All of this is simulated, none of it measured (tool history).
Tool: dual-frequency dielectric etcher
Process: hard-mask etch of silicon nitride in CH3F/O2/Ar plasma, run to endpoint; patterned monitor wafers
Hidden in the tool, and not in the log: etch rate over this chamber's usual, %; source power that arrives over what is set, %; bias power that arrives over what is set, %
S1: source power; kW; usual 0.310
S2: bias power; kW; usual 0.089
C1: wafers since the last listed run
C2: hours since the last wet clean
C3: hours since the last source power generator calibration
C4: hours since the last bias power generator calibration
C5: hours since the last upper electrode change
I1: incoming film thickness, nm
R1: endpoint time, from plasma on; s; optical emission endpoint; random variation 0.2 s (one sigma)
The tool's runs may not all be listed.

run 1 hour=0.0 | S1=0.340 S2=0.089 | C1=0 C2=349.5 C3=3945.8 C4=1139.9 C5=2192.3 | I1=29.39 | R1=36.2
run 2 hour=47.2 | S1=0.340 S2=0.089 | C1=278 C2=396.7 C3=3993.0 C4=1187.1 C5=2239.5 | I1=29.17 | R1=35.8
run 3 hour=129.4 | S1=0.270 S2=0.089 | C1=484 C2=478.9 C3=4075.2 C4=1269.3 C5=2321.7 | I1=29.34 | R1=38.8
-- hour=219.7 wet clean of the chamber
run 4 hour=220.2 | S1=0.270 S2=0.089 | C1=394 C2=0.5 C3=4166.0 C4=1360.1 C5=2412.5 | I1=29.59 | R1=40.3
run 5 hour=310.6 | S1=0.270 S2=0.089 | C1=533 C2=90.9 C3=4256.4 C4=1450.5 C5=2502.9 | I1=29.59 | R1=40.0
run 6 hour=387.0 | S1=0.310 S2=0.089 | C1=450 C2=167.3 C3=4332.8 C4=1526.9 C5=2579.3 | I1=29.25 | R1=37.1
run 7 hour=458.7 | S1=0.310 S2=0.089 | C1=423 C2=239.0 C3=4404.5 C4=1598.6 C5=2651.0 | I1=29.31 | R1=36.8
run 8 hour=522.5 | S1=0.310 S2=0.089 | C1=376 C2=302.8 C3=4468.3 C4=1662.4 C5=2714.8 | I1=29.46 | R1=36.8
run 9 hour=593.1 | S1=0.310 S2=0.100 | C1=416 C2=373.4 C3=4538.9 C4=1733.0 C5=2785.4 | I1=29.33 | R1=35.1
run 10 hour=631.8 | S1=0.310 S2=0.100 | C1=228 C2=412.1 C3=4577.6 C4=1771.7 C5=2824.1 | I1=29.32 | R1=35.4
-- hour=685.6 source power generator calibrated
-- hour=743.4 wet clean of the chamber
run 11 hour=743.9 | S1=0.280 S2=0.089 | C1=496 C2=0.5 C3=58.3 C4=1883.8 C5=2936.2 | I1=29.25 | R1=38.9
run 12 hour=798.3 | S1=0.350 S2=0.089 | C1=320 C2=54.9 C3=112.7 C4=1938.2 C5=2990.6 | I1=29.53 | R1=36.0
run 13 hour=891.4 | S1=0.270 S2=0.078 | C1=549 C2=148.0 C3=205.8 C4=2031.3 C5=3083.7 | I1=29.35 | R1=41.1
-- hour=897.5 bias power generator calibrated
run 14 hour=945.4 | S1=0.240 S2=0.100 | C1=295 C2=202.0 C3=259.8 C4=47.9 C5=3137.7 | I1=29.31 | R1=39.3
run 15 hour=994.6 | S1=0.390 S2=0.097 | C1=290 C2=251.2 C3=309.0 C4=97.1 C5=3186.9 | I1=29.25 | R1=32.6
run 16 hour=1233.0 | S1=0.270 S2=0.083 | C1=1406 C2=489.6 C3=547.4 C4=335.5 C5=3425.3 | I1=29.30 | R1=38.8
run 17 hour=1299.9 | S1=0.310 S2=0.089 | C1=394 C2=556.5 C3=614.3 C4=402.4 C5=3492.2 | I1=29.28 | R1=36.1
-- hour=1374.3 upper electrode replaced
-- hour=1419.7 wet clean of the chamber
run 18 hour=1584.7 | S1=0.310 S2=0.089 | C1=1397 C2=165.0 C3=899.1 C4=687.2 C5=210.4 | I1=29.51 | R1=37.9
run 19 hour=1664.7 | S1=0.370 S2=0.097 | C1=472 C2=245.0 C3=979.1 C4=767.2 C5=290.4 | I1=29.36 | R1=34.2
run 20 hour=1741.0 | S1=0.250 S2=0.078 | C1=450 C2=321.3 C3=1055.4 C4=843.5 C5=366.7 | I1=29.49 | R1=42.5
run 21 hour=1795.2 | S1=0.310 S2=0.101 | C1=319 C2=375.5 C3=1109.6 C4=897.7 C5=420.9 | I1=29.56 | R1=36.1
run 22 hour=1854.4 | S1=0.310 S2=0.080 | C1=349 C2=434.7 C3=1168.8 C4=956.9 C5=480.1 | I1=29.45 | R1=38.3

4 ways to go on from here, each from the tool as it stands after run 22. What would each give?
run A hour=1854.8 | S1=0.310 S2=0.089 | C1=2 C2=435.1 C3=1169.2 C4=957.3 C5=480.5 | I1=29.32 | R1=?
run B hour=1854.8 | S1=0.270 S2=0.075 | C1=2 C2=435.1 C3=1169.2 C4=957.3 C5=480.5 | I1=29.32 | R1=?
run C hour=1854.8 | S1=0.260 S2=0.080 | C1=2 C2=435.1 C3=1169.2 C4=957.3 C5=480.5 | I1=29.32 | R1=?
run D hour=1854.8 | S1=0.270 S2=0.107 | C1=2 C2=435.1 C3=1169.2 C4=957.3 C5=480.5 | I1=29.32 | R1=?

run=A R1=37.0
run=B R1=41.1
run=C R1=40.9
run=D R1=36.8
Without the tool's hidden state the same runs would have given:
run=A R1=38.2
run=B R1=42.4
run=C R1=42.2
run=D R1=38.0

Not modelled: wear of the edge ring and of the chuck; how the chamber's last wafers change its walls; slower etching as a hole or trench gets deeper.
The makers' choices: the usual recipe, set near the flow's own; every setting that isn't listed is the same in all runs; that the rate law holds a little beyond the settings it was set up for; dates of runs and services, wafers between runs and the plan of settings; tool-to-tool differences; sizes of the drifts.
